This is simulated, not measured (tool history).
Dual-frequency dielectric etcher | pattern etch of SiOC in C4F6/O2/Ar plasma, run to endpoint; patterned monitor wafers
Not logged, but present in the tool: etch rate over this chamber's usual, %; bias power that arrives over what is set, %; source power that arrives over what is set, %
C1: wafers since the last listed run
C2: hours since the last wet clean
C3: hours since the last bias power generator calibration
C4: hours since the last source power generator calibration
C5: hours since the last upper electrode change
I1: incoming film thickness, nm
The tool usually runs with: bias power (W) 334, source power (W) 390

{"run": 1, "hour": 0.0, "bias power (W)": 334, "source power (W)": 390, "C1": 0, "C2": 368.1, "C3": 2165.9, "C4": 1851.5, "C5": 4559, "I1": 27.6, "endpoint time (s)": 11.5}
{"run": 2, "hour": 32.0, "bias power (W)": 334, "source power (W)": 390, "C1": 338, "C2": 400.1, "C3": 2197.9, "C4": 1883.5, "C5": 4591, "I1": 27.98, "endpoint time (s)": 11.8}
{"hour": 91.9, "done": "wet clean of the chamber"}
{"run": 3, "hour": 129.6, "bias power (W)": 272, "source power (W)": 320, "C1": 779, "C2": 37.7, "C3": 2295.5, "C4": 1981.1, "C5": 4688.6, "I1": 27.97, "endpoint time (s)": 13}
{"run": 4, "hour": 154.0, "bias power (W)": 272, "source power (W)": 320, "C1": 258, "C2": 62.1, "C3": 2319.9, "C4": 2005.5, "C5": 4713, "I1": 27.79, "endpoint time (s)": 13}
{"run": 5, "hour": 186.4, "bias power (W)": 272, "source power (W)": 320, "C1": 343, "C2": 94.5, "C3": 2352.3, "C4": 2037.9, "C5": 4745.4, "I1": 27.4, "endpoint time (s)": 12.8}
{"run": 6, "hour": 199.8, "bias power (W)": 334, "source power (W)": 450, "C1": 141, "C2": 107.9, "C3": 2365.7, "C4": 2051.3, "C5": 4758.8, "I1": 27.93, "endpoint time (s)": 11.1}
{"run": 7, "hour": 219.5, "bias power (W)": 334, "source power (W)": 390, "C1": 208, "C2": 127.6, "C3": 2385.4, "C4": 2071, "C5": 4778.5, "I1": 27.69, "endpoint time (s)": 11.5}
{"run": 8, "hour": 243.8, "bias power (W)": 334, "source power (W)": 390, "C1": 257, "C2": 151.9, "C3": 2409.7, "C4": 2095.3, "C5": 4802.8, "I1": 27.92, "endpoint time (s)": 11.6}
{"run": 9, "hour": 277.5, "bias power (W)": 334, "source power (W)": 390, "C1": 356, "C2": 185.6, "C3": 2443.4, "C4": 2129, "C5": 4836.5, "I1": 27.72, "endpoint time (s)": 11.5}
{"run": 10, "hour": 301.5, "bias power (W)": 334, "source power (W)": 390, "C1": 254, "C2": 209.6, "C3": 2467.4, "C4": 2153, "C5": 4860.5, "I1": 27.79, "endpoint time (s)": 11.6}
{"hour": 307.3, "done": "source power generator calibrated"}
{"run": 11, "hour": 319.0, "bias power (W)": 334, "source power (W)": 390, "C1": 142, "C2": 227.1, "C3": 2484.9, "C4": 11.7, "C5": 4878, "I1": 27.47, "endpoint time (s)": 11.4}
{"run": 12, "hour": 352.8, "bias power (W)": 334, "source power (W)": 390, "C1": 357, "C2": 260.9, "C3": 2518.7, "C4": 45.5, "C5": 4911.8, "I1": 27.84, "endpoint time (s)": 11.6}
{"run": 13, "hour": 377.8, "bias power (W)": 334, "source power (W)": 390, "C1": 264, "C2": 285.9, "C3": 2543.7, "C4": 70.5, "C5": 4936.8, "I1": 27.76, "endpoint time (s)": 11.6}
{"run": 14, "hour": 433.5, "bias power (W)": 334, "source power (W)": 430, "C1": 589, "C2": 341.6, "C3": 2599.4, "C4": 126.2, "C5": 4992.5, "I1": 27.99, "endpoint time (s)": 11.4}
{"run": 15, "hour": 454.0, "bias power (W)": 334, "source power (W)": 390, "C1": 217, "C2": 362.1, "C3": 2619.9, "C4": 146.7, "C5": 5013, "I1": 27.67, "endpoint time (s)": 11.6}
{"run": 16, "hour": 474.0, "bias power (W)": 307, "source power (W)": 390, "C1": 211, "C2": 382.1, "C3": 2639.9, "C4": 166.7, "C5": 5033, "I1": 27.71, "endpoint time (s)": 12}
{"run": 17, "hour": 502.8, "bias power (W)": 334, "source power (W)": 390, "C1": 304, "C2": 410.9, "C3": 2668.7, "C4": 195.5, "C5": 5061.8, "I1": 27.8, "endpoint time (s)": 11.6}
{"run": 18, "hour": 526.9, "bias power (W)": 334, "source power (W)": 390, "C1": 255, "C2": 435, "C3": 2692.8, "C4": 219.6, "C5": 5085.9, "I1": 28.01, "endpoint time (s)": 11.7}
{"hour": 549.0, "done": "bias power generator calibrated"}
{"hour": 611.8, "done": "wet clean of the chamber"}
{"hour": 614.3, "done": "upper electrode replaced"}
{"run": 19, "hour": 614.8, "bias power (W)": 334, "source power (W)": 390, "C1": 607, "C2": 3, "C3": 65.8, "C4": 307.5, "C5": 0.5, "I1": 27.86, "endpoint time (s)": 11.5}
{"run": 20, "hour": 615.1, "bias power (W)": 385, "source power (W)": 360, "C1": 3, "C2": 3.3, "C3": 66.1, "C4": 307.8, "C5": 0.8, "I1": 27.84, "endpoint time (s)": 11.1}
{"run": 21, "hour": 628.6, "bias power (W)": 293, "source power (W)": 460, "C1": 142, "C2": 16.8, "C3": 79.6, "C4": 321.3, "C5": 14.3, "I1": 28.22, "endpoint time (s)": 11.6}
{"run": 22, "hour": 643.8, "bias power (W)": 252, "source power (W)": 390, "C1": 160, "C2": 32, "C3": 94.8, "C4": 336.5, "C5": 29.5, "I1": 28.24, "endpoint time (s)": 12.8}
{"run": 23, "hour": 660.3, "bias power (W)": 264, "source power (W)": 290, "C1": 174, "C2": 48.5, "C3": 111.3, "C4": 353, "C5": 46, "I1": 27.77, "endpoint time (s)": 13.3}
{"run": 24, "hour": 686.3, "bias power (W)": 334, "source power (W)": 390, "C1": 275, "C2": 74.5, "C3": 137.3, "C4": 379, "C5": 72, "I1": 27.6, "endpoint time (s)": 11.4}
{"run": 25, "hour": 698.5, "bias power (W)": 282, "source power (W)": 330, "C1": 129, "C2": 86.7, "C3": 149.5, "C4": 391.2, "C5": 84.2, "I1": 27.75, "endpoint time (s)": 12.7}
{"run": 26, "hour": 718.7, "bias power (W)": 334, "source power (W)": 390, "C1": 213, "C2": 106.9, "C3": 169.7, "C4": 411.4, "C5": 104.4, "I1": 28.19, "endpoint time (s)": 11.6}
{"run": 27, "hour": 750.5, "bias power (W)": 251, "source power (W)": 460, "C1": 336, "C2": 138.7, "C3": 201.5, "C4": 443.2, "C5": 136.2, "I1": 27.67, "endpoint time (s)": 12.1}
{"run": 28, "hour": 765.9, "bias power (W)": 285, "source power (W)": 460, "C1": 163, "C2": 154.1, "C3": 216.9, "C4": 458.6, "C5": 151.6, "I1": 27.83, "endpoint time (s)": 11.6}
{"run": 29, "hour": 784.5, "bias power (W)": 334, "source power (W)": 390, "C1": 196, "C2": 172.7, "C3": 235.5, "C4": 477.2, "C5": 170.2, "I1": 27.83, "endpoint time (s)": 11.6}
{"run": 30, "hour": 811.4, "bias power (W)": 334, "source power (W)": 460, "C1": 284, "C2": 199.6, "C3": 262.4, "C4": 504.1, "C5": 197.1, "I1": 27.72, "endpoint time (s)": 11}
{"run": 31, "hour": 847.0, "bias power (W)": 334, "source power (W)": 390, "C1": 376, "C2": 235.2, "C3": 298, "C4": 539.7, "C5": 232.7, "I1": 27.82, "endpoint time (s)": 11.6}
{"run": 32, "hour": 869.1, "bias power (W)": 310, "source power (W)": 360, "C1": 233, "C2": 257.3, "C3": 320.1, "C4": 561.8, "C5": 254.8, "I1": 27.78, "endpoint time (s)": 12.2}
{"run": 33, "hour": 894.1, "bias power (W)": 377, "source power (W)": 390, "C1": 264, "C2": 282.3, "C3": 345.1, "C4": 586.8, "C5": 279.8, "I1": 27.66, "endpoint time (s)": 11.1}

Here are 5 independent what-if runs from the current tool condition. What would each one return?
{"run": "A", "hour": 894.5, "bias power (W)": 406, "source power (W)": 390, "C1": 4, "C2": 282.7, "C3": 345.5, "C4": 587.2, "C5": 280.2, "I1": 28, "endpoint time (s)": "?"}
{"run": "B", "hour": 894.5, "bias power (W)": 267, "source power (W)": 420, "C1": 4, "C2": 282.7, "C3": 345.5, "C4": 587.2, "C5": 280.2, "I1": 28, "endpoint time (s)": "?"}
{"run": "C", "hour": 894.5, "bias power (W)": 371, "source power (W)": 310, "C1": 4, "C2": 282.7, "C3": 345.5, "C4": 587.2, "C5": 280.2, "I1": 28, "endpoint time (s)": "?"}
{"run": "D", "hour": 894.5, "bias power (W)": 415, "source power (W)": 360, "C1": 4, "C2": 282.7, "C3": 345.5, "C4": 587.2, "C5": 280.2, "I1": 28, "endpoint time (s)": "?"}
{"run": "E", "hour": 894.5, "bias power (W)": 387, "source power (W)": 440, "C1": 4, "C2": 282.7, "C3": 345.5, "C4": 587.2, "C5": 280.2, "I1": 28, "endpoint time (s)": "?"}

run=A endpoint_time_(s)=10.9
run=B endpoint_time_(s)=12.3
run=C endpoint_time_(s)=11.9
run=D endpoint_time_(s)=11
run=E endpoint_time_(s)=10.7
Take away the tool's hidden state, keep each run's random variation, and the runs would have read:
run=A endpoint_time_(s)=10.8
run=B endpoint_time_(s)=12.2
run=C endpoint_time_(s)=11.8
run=D endpoint_time_(s)=10.9
run=E endpoint_time_(s)=10.6
